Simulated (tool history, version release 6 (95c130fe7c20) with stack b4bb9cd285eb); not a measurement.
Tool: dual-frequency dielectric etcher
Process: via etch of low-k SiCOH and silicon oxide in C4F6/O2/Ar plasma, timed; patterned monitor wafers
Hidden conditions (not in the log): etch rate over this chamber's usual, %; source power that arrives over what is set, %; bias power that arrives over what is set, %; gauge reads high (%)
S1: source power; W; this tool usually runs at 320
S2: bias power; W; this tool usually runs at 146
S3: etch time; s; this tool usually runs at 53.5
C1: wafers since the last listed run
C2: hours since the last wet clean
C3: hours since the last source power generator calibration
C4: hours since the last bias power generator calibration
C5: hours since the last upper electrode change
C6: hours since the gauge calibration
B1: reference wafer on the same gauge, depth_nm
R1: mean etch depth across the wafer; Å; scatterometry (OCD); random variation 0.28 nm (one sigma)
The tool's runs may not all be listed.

{"run": 1, "hour": 0.0, "S1": 320, "S2": 146, "S3": 53.5, "C1": 0, "C2": 396.6, "C3": 611.6, "C4": 2410.3, "C5": 1777.8, "C6": 132.1, "B1": 90, "R1": 1079}
{"hour": 23.1, "done": "wet clean of the chamber"}
{"run": 2, "hour": 181.7, "S1": 320, "S2": 146, "S3": 53.5, "C1": 2199, "C2": 158.6, "C3": 793.3, "C4": 2592, "C5": 1959.5, "C6": 313.8, "B1": 90, "R1": 1106}
{"run": 3, "hour": 272.9, "S1": 320, "S2": 146, "S3": 53.5, "C1": 1264, "C2": 249.8, "C3": 884.5, "C4": 2683.2, "C5": 2050.7, "C6": 405, "B1": 90, "R1": 1094}
{"run": 4, "hour": 367.2, "S1": 320, "S2": 146, "S3": 53.5, "C1": 1307, "C2": 344.1, "C3": 978.8, "C4": 2777.5, "C5": 2145, "C6": 499.3, "B1": 90, "R1": 1082}
{"run": 5, "hour": 430.5, "S1": 320, "S2": 171, "S3": 53.5, "C1": 877, "C2": 407.4, "C3": 1042.1, "C4": 2840.8, "C5": 2208.3, "C6": 562.6, "B1": 90, "R1": 1135}
{"hour": 473.1, "done": "wet clean of the chamber"}
{"run": 6, "hour": 499.2, "S1": 320, "S2": 171, "S3": 53.5, "C1": 619, "C2": 26.1, "C3": 1110.8, "C4": 2909.5, "C5": 2277, "C6": 631.3, "B1": 90, "R1": 1159}
{"run": 7, "hour": 583.3, "S1": 320, "S2": 171, "S3": 53.5, "C1": 1166, "C2": 110.2, "C3": 1194.9, "C4": 2993.6, "C5": 2361.1, "C6": 715.4, "B1": 90, "R1": 1156}
{"hour": 687.2, "done": "bias power generator calibrated"}
{"run": 8, "hour": 852.0, "S1": 320, "S2": 146, "S3": 53.5, "C1": 3670, "C2": 378.9, "C3": 1463.6, "C4": 164.8, "C5": 2629.8, "C6": 984.1, "B1": 90, "R1": 1070}
{"hour": 933.5, "done": "upper electrode replaced"}
{"hour": 948.1, "done": "wet clean of the chamber"}
{"run": 9, "hour": 948.6, "S1": 320, "S2": 146, "S3": 53.5, "C1": 804, "C2": 0.5, "C3": 1560.2, "C4": 261.4, "C5": 15.1, "C6": 1080.7, "B1": 90, "R1": 1096}
{"run": 10, "hour": 969.4, "S1": 320, "S2": 122, "S3": 67, "C1": 288, "C2": 21.3, "C3": 1581, "C4": 282.2, "C5": 35.9, "C6": 1101.5, "B1": 90, "R1": 1293}
{"hour": 1031.1, "done": "gauge calibrated"}
{"run": 11, "hour": 1111.0, "S1": 260, "S2": 146, "S3": 53.5, "C1": 1963, "C2": 162.9, "C3": 1722.6, "C4": 423.8, "C5": 177.5, "C6": 79.9, "B1": 90, "R1": 1023}
{"run": 12, "hour": 1167.6, "S1": 320, "S2": 121, "S3": 53.5, "C1": 784, "C2": 219.5, "C3": 1779.2, "C4": 480.4, "C5": 234.1, "C6": 136.5, "B1": 90, "R1": 1009}
{"hour": 1205.4, "done": "source power generator calibrated"}
{"run": 13, "hour": 1212.0, "S1": 260, "S2": 135, "S3": 43.5, "C1": 560, "C2": 263.9, "C3": 6.6, "C4": 524.8, "C5": 278.5, "C6": 180.9, "B1": 90, "R1": 823}
{"run": 14, "hour": 1312.0, "S1": 320, "S2": 146, "S3": 53.5, "C1": 1386, "C2": 363.9, "C3": 106.6, "C4": 624.8, "C5": 378.5, "C6": 280.9, "B1": 90, "R1": 1085}
{"run": 15, "hour": 1352.5, "S1": 360, "S2": 124, "S3": 47, "C1": 561, "C2": 404.4, "C3": 147.1, "C4": 665.3, "C5": 419, "C6": 321.4, "B1": 89.9, "R1": 931}
{"hour": 1444.2, "done": "wet clean of the chamber"}
{"run": 16, "hour": 1450.9, "S1": 360, "S2": 146, "S3": 53.5, "C1": 1031, "C2": 6.7, "C3": 245.5, "C4": 763.7, "C5": 517.4, "C6": 419.8, "B1": 90, "R1": 1144}
{"run": 17, "hour": 1555.2, "S1": 320, "S2": 111, "S3": 53.5, "C1": 1446, "C2": 111, "C3": 349.8, "C4": 868, "C5": 621.7, "C6": 524.1, "B1": 90, "R1": 1009}

Forecast each of these 3 alternatives for the next run:
{"run": "A", "hour": 1555.6, "S1": 320, "S2": 146, "S3": 53.5, "C1": 5, "C2": 111.4, "C3": 350.2, "C4": 868.4, "C5": 622.1, "C6": 524.5, "B1": "?", "R1": "?"}
{"run": "B", "hour": 1555.6, "S1": 320, "S2": 146, "S3": 66, "C1": 5, "C2": 111.4, "C3": 350.2, "C4": 868.4, "C5": 622.1, "C6": 524.5, "B1": "?", "R1": "?"}
{"run": "C", "hour": 1555.6, "S1": 320, "S2": 132, "S3": 53.5, "C1": 5, "C2": 111.4, "C3": 350.2, "C4": 868.4, "C5": 622.1, "C6": 524.5, "B1": "?", "R1": "?"}

run=A B1=90 R1=1104
run=B B1=90 R1=1362
run=C B1=90 R1=1068
Without the tool's hidden state the same runs would have given:
run=A R1=1110
run=B R1=1370
run=C R1=1074
